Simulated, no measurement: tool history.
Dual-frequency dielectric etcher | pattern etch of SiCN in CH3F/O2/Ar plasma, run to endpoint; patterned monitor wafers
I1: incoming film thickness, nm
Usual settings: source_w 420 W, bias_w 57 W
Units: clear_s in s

{"run": 1, "day": 0.0, "source_w": 420, "bias_w": 57, "I1": 7.99, "clear_s": 23.8}
{"run": 2, "day": 2.904, "source_w": 420, "bias_w": 57, "I1": 8.05, "clear_s": 24.0}
{"run": 3, "day": 5.579, "source_w": 420, "bias_w": 63, "I1": 8.03, "clear_s": 23.0}
{"run": 4, "day": 7.171, "source_w": 420, "bias_w": 63, "I1": 7.98, "clear_s": 23.0}
{"run": 5, "day": 9.95, "source_w": 420, "bias_w": 63, "I1": 8.05, "clear_s": 22.5}
{"run": 6, "day": 12.438, "source_w": 450, "bias_w": 57, "I1": 8.04, "clear_s": 22.2}
{"run": 7, "day": 15.15, "source_w": 450, "bias_w": 57, "I1": 8.0, "clear_s": 22.4}
{"day": 15.817, "done": "bias power generator calibrated"}
{"day": 16.196, "done": "source power generator calibrated"}
{"day": 16.358, "done": "wet clean of the chamber"}
{"run": 8, "day": 16.379, "source_w": 420, "bias_w": 47, "I1": 7.96, "clear_s": 24.7}
{"run": 9, "day": 18.621, "source_w": 420, "bias_w": 47, "I1": 7.96, "clear_s": 24.3}
{"run": 10, "day": 19.958, "source_w": 420, "bias_w": 57, "I1": 8.09, "clear_s": 23.7}
{"run": 11, "day": 22.712, "source_w": 420, "bias_w": 57, "I1": 8.01, "clear_s": 23.4}
{"run": 12, "day": 23.967, "source_w": 420, "bias_w": 57, "I1": 8.03, "clear_s": 23.4}
{"run": 13, "day": 25.133, "source_w": 420, "bias_w": 68, "I1": 8.0, "clear_s": 22.4}
{"day": 27.15, "done": "upper electrode replaced"}
{"run": 14, "day": 28.029, "source_w": 420, "bias_w": 45, "I1": 7.99, "clear_s": 24.1}
{"run": 15, "day": 29.967, "source_w": 340, "bias_w": 46, "I1": 8.04, "clear_s": 25.5}
{"day": 32.183, "done": "wet clean of the chamber"}
{"run": 16, "day": 32.204, "source_w": 370, "bias_w": 53, "I1": 8.05, "clear_s": 25.0}
{"run": 17, "day": 36.058, "source_w": 420, "bias_w": 48, "I1": 8.05, "clear_s": 23.8}
{"run": 18, "day": 38.729, "source_w": 510, "bias_w": 49, "I1": 8.05, "clear_s": 22.2}
{"run": 19, "day": 40.879, "source_w": 320, "bias_w": 71, "I1": 7.99, "clear_s": 23.8}
{"run": 20, "day": 42.083, "source_w": 340, "bias_w": 46, "I1": 7.99, "clear_s": 25.0}
{"run": 21, "day": 43.854, "source_w": 340, "bias_w": 57, "I1": 7.94, "clear_s": 23.8}
{"run": 22, "day": 46.704, "source_w": 420, "bias_w": 57, "I1": 7.94, "clear_s": 22.1}
{"day": 48.483, "done": "wet clean of the chamber"}
{"run": 23, "day": 48.729, "source_w": 480, "bias_w": 46, "I1": 7.98, "clear_s": 23.5}
{"run": 24, "day": 50.021, "source_w": 350, "bias_w": 65, "I1": 8.01, "clear_s": 24.3}

Some steps in clear_s between neighbouring runs. How much of each would the tool show without its hidden state too (settings, what came in, random variation), and how much is left for the hidden state, with any gauge scatter that isn't in both results?
The hidden state here: etch rate over this chamber's usual, %; source power that arrives over what is set, %; bias power that arrives over what is set, %.
Run 7 -> 8: source_w 450 -> 420, bias_w 57 -> 47, bias power generator calibrated, source power generator calibrated, wet clean of the chamber. clear_s +2.3 s: hidden state +1.1, all else +1.2.
Run 13 -> 14: bias_w 68 -> 45, upper electrode replaced. clear_s +1.7 s: hidden state -0.3, all else +2.0.
Run 22 -> 23: source_w 420 -> 480, bias_w 57 -> 46, wet clean of the chamber. clear_s +1.4 s: hidden state +1.2, all else +0.2.
